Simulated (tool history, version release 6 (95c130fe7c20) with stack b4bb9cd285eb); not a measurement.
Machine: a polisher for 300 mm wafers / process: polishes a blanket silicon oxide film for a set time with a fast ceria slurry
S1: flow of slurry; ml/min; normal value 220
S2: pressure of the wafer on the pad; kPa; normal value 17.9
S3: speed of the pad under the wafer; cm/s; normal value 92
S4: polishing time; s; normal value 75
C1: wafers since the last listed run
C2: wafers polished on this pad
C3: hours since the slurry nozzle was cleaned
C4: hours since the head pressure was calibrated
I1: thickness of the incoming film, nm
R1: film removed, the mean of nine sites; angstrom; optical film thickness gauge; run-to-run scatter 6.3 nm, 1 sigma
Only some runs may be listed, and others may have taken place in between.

run	hour	S1	S2	S3	S4	C1	C2	C3	C4	I1	R1
1	0	220	17.9	92	75	0	2447	497.7	137.3	3578.3	9311
# hour 3.9: slurry nozzle cleaned
# hour 48.4: worn pad replaced by a new one
2	54.9	220	17.9	92	75	296	38	51	192.2	3593.1	10065
3	101.3	220	17.9	92	75	275	314	97.4	238.6	3556.9	10101
4	146.6	220	17.9	92	75	269	583	142.7	283.9	3670	9934
5	216	220	17.9	102	90	412	996	212.1	353.3	3649.2	13257
6	266.8	220	17.9	102	90	302	1298	262.9	404.1	3605.1	13289
7	322.8	220	17.9	102	90	332	1631	318.9	460.1	3578.3	12971
8	379.9	220	17.9	92	75	339	1971	376	517.2	3566.2	9587
9	414.4	220	17.9	92	75	205	2176	410.5	551.7	3575.1	9560
10	463.3	220	17.9	92	75	290	2466	459.4	600.6	3597.6	9396
# hour 490.2: slurry nozzle cleaned
# hour 494.4: worn pad replaced by a new one
11	514.8	220	17.9	92	75	276	121	24.6	652.1	3607.9	9965
12	577.9	220	17.9	92	75	375	496	87.7	715.2	3593	9810
13	633	220	14.5	92	75	327	823	142.8	770.3	3573.9	7996
14	660	220	14.5	92	75	160	984	169.8	797.3	3573.3	7972
15	718.6	220	17.9	72	75	348	1332	228.4	855.9	3623.2	7679
16	777.2	195	17.9	70	75	348	1681	287	914.5	3617.9	7278
17	837.7	180	11.7	104	85	359	2040	347.5	975	3635.6	7752
18	879.2	245	15.9	92	90	246	2287	389	1016.5	3589	10137
19	927.4	220	17.9	92	75	286	2574	437.2	1064.7	3600.4	9239
20	974.4	285	17.9	106	75	279	2853	484.2	1111.7	3595.2	10680
# hour 993.3: slurry nozzle cleaned
# hour 998.2: worn pad replaced by a new one
21	1012.6	220	17.9	92	75	197	85	19.3	1149.9	3605.2	9954
# hour 1059.4: head pressure recalibrated
22	1060.8	220	15.2	92	82	274	360	67.5	1.4	3618	9331
23	1114.3	220	17.9	92	75	318	678	121	54.9	3649.5	9865
24	1156.2	220	17.9	92	52	249	927	162.9	96.8	3573.2	6752
25	1192	220	20	102	89	212	1140	198.7	132.6	3578.8	14436
26	1221.1	220	17.9	92	90	173	1313	227.8	161.7	3668.5	11652
27	1284.9	270	23.4	92	56	379	1692	291.6	225.5	3626.1	9644
# hour 1431.1: worn pad replaced by a new one
# hour 1446.7: slurry nozzle cleaned
28	1470.3	220	12.4	114	94	1072	226	23.6	410.9	3598.2	10752
29	1519.9	280	17.9	92	66	294	521	73.2	460.5	3583.4	8973
30	1585.6	250	17.9	92	88	390	912	138.9	526.2	3618.1	11722
31	1640.1	220	17.9	92	75	324	1236	193.4	580.7	3629.3	9849
32	1677.9	220	17.9	92	75	224	1461	231.2	618.5	3630	9693
33	1721.6	190	14.5	116	82	259	1720	274.9	662.2	3559.1	10468
34	1770	155	22.8	76	83	287	2008	323.3	710.6	3602.3	10581
35	1825.7	220	22.8	92	75	331	2339	379	766.3	3563.1	11749
# hour 1918: worn pad replaced by a new one
36	1923	220	17.9	116	75	554	29	476.3	863.6	3662.3	12658

Exercise: give the hidden state of the tool at every run:
slurry flow missing at the pad, %: 0 in every run
deviation of the head's pressure from its setpoint, %: 0 in every run
H1: removal rate lost through wear of the pad, %
run	H1
1	7.34
2	0.0332
3	0.146
4	0.425
5	1.18
6	1.98
7	3.1
8	4.51
9	5.49
10	7.05
11	1.03
12	1.3
13	1.8
14	2.13
15	3.06
16	4.28
17	5.82
18	7.05
19	8.66
20	10.4
21	0.947
22	1.1
23	1.49
24	1.96
25	2.47
26	2.96
27	4.29
28	1.48
29	1.73
30	2.39
31	3.19
32	3.9
33	4.85
34	6.09
35	7.76
36	0.118
